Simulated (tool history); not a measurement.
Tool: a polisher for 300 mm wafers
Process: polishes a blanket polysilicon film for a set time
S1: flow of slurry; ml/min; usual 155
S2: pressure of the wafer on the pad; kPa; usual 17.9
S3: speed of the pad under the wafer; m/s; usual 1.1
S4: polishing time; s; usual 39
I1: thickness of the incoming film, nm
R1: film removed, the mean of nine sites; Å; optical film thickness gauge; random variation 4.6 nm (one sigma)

| run | day | S1 | S2 | S3 | S4 | I1 | R1 |
|---|---|---|---|---|---|---|---|
| 1 | 0 | 155 | 17.9 | 1.1 | 39 | 1947.4 | 3144 |
| 2 | 3.183 | 155 | 17.9 | 1.1 | 39 | 1956.1 | 3055 |
|  | 4.25 | worn pad replaced by a new one |
| 3 | 7.65 | 155 | 17.9 | 1.1 | 39 | 1961.7 | 3194 |
| 4 | 10.312 | 180 | 17.9 | 1.1 | 49 | 1913.8 | 4108 |
|  | 11.925 | slurry nozzle cleaned |
| 5 | 12.5 | 180 | 17.9 | 1.1 | 49 | 1914.6 | 4000 |
| 6 | 16.921 | 155 | 13.8 | 1.1 | 30 | 1933 | 2014 |
| 7 | 20.021 | 155 | 13.8 | 1.1 | 30 | 1931.2 | 1984 |
| 8 | 23.658 | 195 | 16.5 | 1.1 | 39 | 1945.7 | 3025 |
|  | 26.479 | worn pad replaced by a new one |
| 9 | 27.746 | 155 | 17.9 | 1.1 | 39 | 1915.5 | 3138 |
| 10 | 29.917 | 155 | 17.9 | 1.1 | 39 | 1947.6 | 3123 |
| 11 | 31.508 | 155 | 17.9 | 1.1 | 39 | 1944.2 | 3142 |
|  | 34.917 | head pressure recalibrated |
| 12 | 34.962 | 155 | 17.9 | 1.24 | 39 | 1956.5 | 3566 |
| 13 | 36.733 | 155 | 17.9 | 1.24 | 39 | 1922.5 | 3588 |
| 14 | 38.296 | 130 | 17.9 | 1.1 | 39 | 1913.2 | 3115 |
| 15 | 41.079 | 175 | 17.9 | 1.1 | 39 | 1950 | 3227 |
|  | 43.792 | slurry nozzle cleaned |
| 16 | 43.929 | 175 | 17.9 | 1.1 | 39 | 1967.4 | 3137 |
| 17 | 48.338 | 155 | 17.9 | 1.1 | 39 | 1937.7 | 3248 |
|  | 50.988 | worn pad replaced by a new one |
| 18 | 52.433 | 155 | 17.9 | 1.1 | 39 | 1934.1 | 3172 |
| 19 | 53.962 | 155 | 21.4 | 1.1 | 39 | 1929.6 | 3536 |
| 20 | 58.104 | 195 | 19.3 | 0.82 | 39 | 1940.6 | 2559 |
| 21 | 60.738 | 155 | 13.8 | 1.1 | 48 | 1949 | 3330 |
| 22 | 63.779 | 105 | 17.9 | 1.1 | 39 | 1945.1 | 3032 |
| 23 | 66.375 | 130 | 17.9 | 1.1 | 52 | 1940.8 | 4180 |
| 24 | 67.917 | 155 | 17.9 | 1.1 | 39 | 1943.5 | 3179 |
| 25 | 72.083 | 155 | 17.9 | 1.1 | 39 | 1927.2 | 3217 |
| 26 | 75.317 | 155 | 17.9 | 0.84 | 39 | 1906.5 | 2438 |
|  | 76.308 | slurry nozzle cleaned |
|  | 77.025 | worn pad replaced by a new one |
| 27 | 77.046 | 155 | 17.9 | 1.24 | 39 | 1907.5 | 3552 |
|  | 78.925 | head pressure recalibrated |
| 28 | 81.229 | 170 | 13.8 | 1.46 | 43 | 1939 | 3934 |
| 29 | 83.946 | 155 | 17.9 | 1.1 | 39 | 1939.3 | 3120 |
| 30 | 87.35 | 105 | 21.4 | 0.96 | 39 | 1926.7 | 3014 |
| 31 | 90.525 | 190 | 15.9 | 1.1 | 39 | 1921.2 | 2970 |
| 32 | 92.438 | 155 | 17.9 | 1.1 | 39 | 1935.5 | 3183 |
| 33 | 94.138 | 155 | 17.9 | 1.1 | 39 | 1933.1 | 3129 |
| 34 | 96.712 | 105 | 23.4 | 1.1 | 39 | 1919.4 | 3606 |
|  | 98.008 | worn pad replaced by a new one |
| 35 | 98.896 | 180 | 17.9 | 1.1 | 49 | 1929.1 | 3981 |

Run 36 comes next. What will it give?
| 36 | 103.075 | 110 | 17.9 | 1.1 | 39 | 1915.1 | ? |

{"run 36": {"R1": 3046}}
Without the tool's hidden state the same run would have given R1 3046 Å.
